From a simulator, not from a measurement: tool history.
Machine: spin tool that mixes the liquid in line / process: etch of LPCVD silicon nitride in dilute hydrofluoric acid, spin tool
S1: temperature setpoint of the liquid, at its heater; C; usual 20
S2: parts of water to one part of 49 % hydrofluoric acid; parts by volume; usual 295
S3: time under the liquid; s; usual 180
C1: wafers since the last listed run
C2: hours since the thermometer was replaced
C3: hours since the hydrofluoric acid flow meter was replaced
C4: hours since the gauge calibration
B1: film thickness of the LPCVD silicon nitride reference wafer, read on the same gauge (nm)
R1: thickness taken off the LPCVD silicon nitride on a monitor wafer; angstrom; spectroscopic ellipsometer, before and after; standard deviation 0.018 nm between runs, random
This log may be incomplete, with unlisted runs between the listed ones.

run,hour,S1,S2,S3,C1,C2,C3,C4,B1,R1
1,0,20,295,180,0,1209,240.7,1535.4,100.01,2.4
2,49.9,20,295,180,240,1258.9,290.6,1585.3,99.995,2.21
3,99.8,20,295,180,240,1308.8,340.5,1635.2,99.992,2.19
4,167.8,20,295,180,327,1376.8,408.5,1703.2,100.004,2.38
5,201.3,20,295,180,161,1410.3,442,1736.7,100.016,2.14
# hour 311.5: hydrofluoric acid flow meter replaced
6,355.3,20,295,180,736,1564.3,43.8,1890.7,99.994,2.28
7,447.2,20,295,180,442,1656.2,135.7,1982.6,100.011,2.28
8,500.7,20,295,180,257,1709.7,189.2,2036.1,100.004,2.63
9,528.8,20,295,120,135,1737.8,217.3,2064.2,100.023,1.5
10,554,20,295,120,121,1763,242.5,2089.4,99.969,1.57
# hour 658.8: thermometer replaced
11,663.3,20,230,120,521,4.5,351.8,2198.7,100.005,1.97
12,696.9,20,230,120,161,38.1,385.4,2232.3,99.999,1.82
13,739.9,20,295,180,206,81.1,428.4,2275.3,99.982,2.08
14,787.8,20,295,180,230,129,476.3,2323.2,99.997,2.37
# hour 803.6: hydrofluoric acid flow meter replaced
15,827.5,20,295,180,186,168.7,23.9,2362.9,100.017,2.31
# hour 880.7: gauge calibrated
16,889.8,17,195,180,299,231,86.2,9.1,99.998,2.81
17,924.4,20,245,275,166,265.6,120.8,43.7,100.001,4.09

Run 18 comes next. What will it give?
18,955.6,20,395,180,150,296.8,152,74.9,?,?

{"run 18": {"B1": 99.993, "R1": 1.6}}
If the tool had no hidden condition, the same run with the same run-to-run variation would have returned R1 1.6 angstrom.
